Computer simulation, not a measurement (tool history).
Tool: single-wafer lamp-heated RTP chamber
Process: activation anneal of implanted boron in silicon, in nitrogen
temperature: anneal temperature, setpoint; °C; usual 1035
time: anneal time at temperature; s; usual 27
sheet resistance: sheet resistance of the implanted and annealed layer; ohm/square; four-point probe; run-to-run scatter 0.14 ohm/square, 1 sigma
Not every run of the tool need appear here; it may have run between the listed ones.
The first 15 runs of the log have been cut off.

run	hour	temperature	time	wafers since the last listed run	wafers since the last pyrometer calibration	wafers since the reflector plate was cleaned	hours since the gauge calibration	read-back reference wafer on the same gauge, sheet resistance	sheet resistance
16	341.9	1041	15	250	1605	1639	730	101.59	90.1
# hour 347.7: gauge calibrated
17	355.1	1035	13	204	1809	1843	7.4	101.63	90.78
18	367.5	1064	39	191	2001	2035	19.8	101.54	88.11
19	379.5	1021	38	185	2187	2221	31.8	101.64	90.49
20	406.1	1049	18	411	2599	2633	58.4	101.57	89.71
21	433.1	1060	42	417	3017	3051	85.4	101.63	88.24
22	456	1041	15	354	3371	3405	108.3	101.54	90.26
23	491.1	1035	34	543	3914	3948	143.4	101.6	89.73
# hour 521.7: reflector plate cleaned
24	523.2	1035	27	372	4287	23	175.5	101.6	89.84
25	539.8	1010	15	256	4544	280	192.1	101.62	92.61
26	560.6	1035	38	321	4866	602	212.9	101.53	89.54
27	576.5	1035	41	246	5112	848	228.8	101.64	89.43
28	598.7	1035	33	343	5456	1192	251	101.65	89.45
# hour 615.4: pyrometer window cleaned and pyrometer calibrated
29	622	1009	11	236	102	1429	274.3	101.63	94.21
30	645.3	1035	16	360	463	1789	297.6	101.58	90.42
31	657.4	1035	27	187	650	1977	309.7	101.61	89.85
32	682.9	1056	27	394	1045	2371	335.2	101.63	88.98
33	697.3	1024	27	222	1268	2594	349.6	101.59	90.89

5 ways to go on from here, each from the tool as it stands after run 33. What would each give?
A	697.7	1035	27	6	1274	2600	350	?	?
B	697.7	1017	27	6	1274	2600	350	?	?
C	697.7	1035	22	6	1274	2600	350	?	?
D	697.7	1009	41	6	1274	2600	350	?	?
E	697.7	1026	39	6	1274	2600	350	?	?

run	read-back reference wafer on the same gauge, sheet resistance	sheet resistance
A	101.62	90.48
B	101.62	91.86
C	101.62	90.67
D	101.62	92.17
E	101.62	90.64
Had the tool no hidden state, the same runs would have come out as:
run	sheet resistance
A	90.55
B	92
C	90.75
D	92.33
E	90.73
